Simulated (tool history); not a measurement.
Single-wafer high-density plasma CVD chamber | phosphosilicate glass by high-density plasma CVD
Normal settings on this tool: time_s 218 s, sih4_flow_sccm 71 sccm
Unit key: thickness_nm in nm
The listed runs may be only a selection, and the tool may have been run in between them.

run    hour  time_s  sih4_flow_sccm  wafers since the last listed run  hours since the silane flow controller was replaced  hours since the gauge calibration  read-back reference wafer on the same gauge, thickness_nm  thickness_nm
  1       0     218              71                                 0                                                688.2                              112.5                                                   1688.846      1535.201
  2    34.4     218              71                               302                                                722.6                              146.9                                                   1689.436       1522.73
  3    58.1     218              71                               208                                                746.3                              170.6                                                    1688.97      1526.704
  4   117.7     218              71                               524                                                805.9                              230.2                                                   1687.911      1517.996
  5   135.1     218              71                               153                                                823.3                              247.6                                                   1687.043      1508.688
  6   147.2     218              74                               106                                                835.4                              259.7                                                   1686.173      1563.772
  7   173.1     218              74                               228                                                861.3                              285.6                                                   1685.247      1565.168
  8   192.3     218              71                               169                                                880.5                              304.8                                                   1686.041      1522.847
  9     207     218              71                               129                                                895.2                              319.5                                                   1682.498      1519.516
 10   223.3     218              71                               143                                                911.5                              335.8                                                   1679.775      1529.322
 11   239.6     218              71                               143                                                927.8                              352.1                                                     1681.7      1503.479
 12     274     218              71                               302                                                962.2                              386.5                                                   1679.427      1501.694
 13   291.3     218              71                               152                                                979.5                              403.8                                                    1677.26      1499.119
 14   325.5     218              71                               301                                               1013.7                                438                                                   1678.569      1514.585
 15   359.3     218              71                               297                                               1047.5                              471.8                                                   1673.086      1499.951
 16   390.7     218              71                               276                                               1078.9                              503.2                                                   1671.353      1510.671
 17   419.5     218              71                               253                                               1107.7                                532                                                   1667.369      1492.516
 18   453.2     218              71                               296                                               1141.4                              565.7                                                   1663.267       1499.74
 19   484.4     204              71                               274                                               1172.6                              596.9                                                   1659.442       1407.73
 20   512.2     204              71                               244                                               1200.4                              624.7                                                   1658.832      1397.909
 21   534.6     218              71                               197                                               1222.8                              647.1                                                   1653.261      1476.908
 22   550.6     218              71                               140                                               1238.8                              663.1                                                   1653.595      1486.013
 23     582     200              81                               276                                               1270.2                              694.5                                                   1650.248      1475.279
 24   606.9     218              71                               219                                               1295.1                              719.4                                                   1645.904      1494.117
      657.9  -- gauge calibrated
 25   692.4     218              61                               753                                               1380.6                               34.5                                                   1689.699      1398.756
 26   716.5     218              57                               212                                               1404.7                               58.6                                                    1689.52       1358.11
 27   736.7     243              80                               177                                               1424.9                               78.8                                                   1688.861      1813.782
 28   756.4     188              60                               173                                               1444.6                               98.5                                                   1688.422      1196.368
 29   775.8     253              75                               170                                                 1464                              117.9                                                   1689.762      1820.269
      815.6  -- silane flow controller replaced
 30   816.1     178              71                               284                                                  0.5                              158.2                                                   1687.313      1250.519
 31   824.7     218              57                                75                                                  9.1                              166.8                                                   1688.782      1353.741
 32   843.4     234              71                               164                                                 27.8                              185.5                                                   1685.942      1630.518
 33     873     232              63                               260                                                 57.4                              215.1                                                   1685.381      1516.469
 34   900.6     252              71                               243                                                   85                              242.7                                                   1686.225      1750.946
 35   917.3     241              61                               147                                                101.7                              259.4                                                   1683.224      1551.061
 36  1024.6     218              65                               945                                                  209                              366.7                                                   1677.299      1458.776
 37  1053.5     218              65                               254                                                237.9                              395.6                                                    1675.82      1441.849
 38  1080.9     240              66                               241                                                265.3                                423                                                   1671.867      1604.624
 39    1098     232              84                               150                                                282.4                              440.1                                                   1672.874      1758.305
 40  1125.2     218              71                               239                                                309.6                              467.3                                                   1671.747      1506.483
 41    1145     193              76                               174                                                329.4                              487.1                                                   1670.643      1379.169
 42    1165     192              85                               176                                                349.4                              507.1                                                   1665.983      1475.177
 43    1181     218              75                               140                                                365.4                              523.1                                                   1665.268      1557.521

Hidden condition of the tool, last listed run before each entry between runs versus first listed run after:
From run 24 to run 25: gauge calibrated (hour 657.9)
  gauge reads high (%): -2.59 -> -0.00699
  measured less the result without the state, thickness_nm: -39.669 -> -0.098 nm
From run 29 to run 30: silane flow controller replaced (hour 815.6)
  gauge reads high (%): -0.0742 -> -0.133
  measured less the result without the state, thickness_nm: -1.351 -> -1.665 nm

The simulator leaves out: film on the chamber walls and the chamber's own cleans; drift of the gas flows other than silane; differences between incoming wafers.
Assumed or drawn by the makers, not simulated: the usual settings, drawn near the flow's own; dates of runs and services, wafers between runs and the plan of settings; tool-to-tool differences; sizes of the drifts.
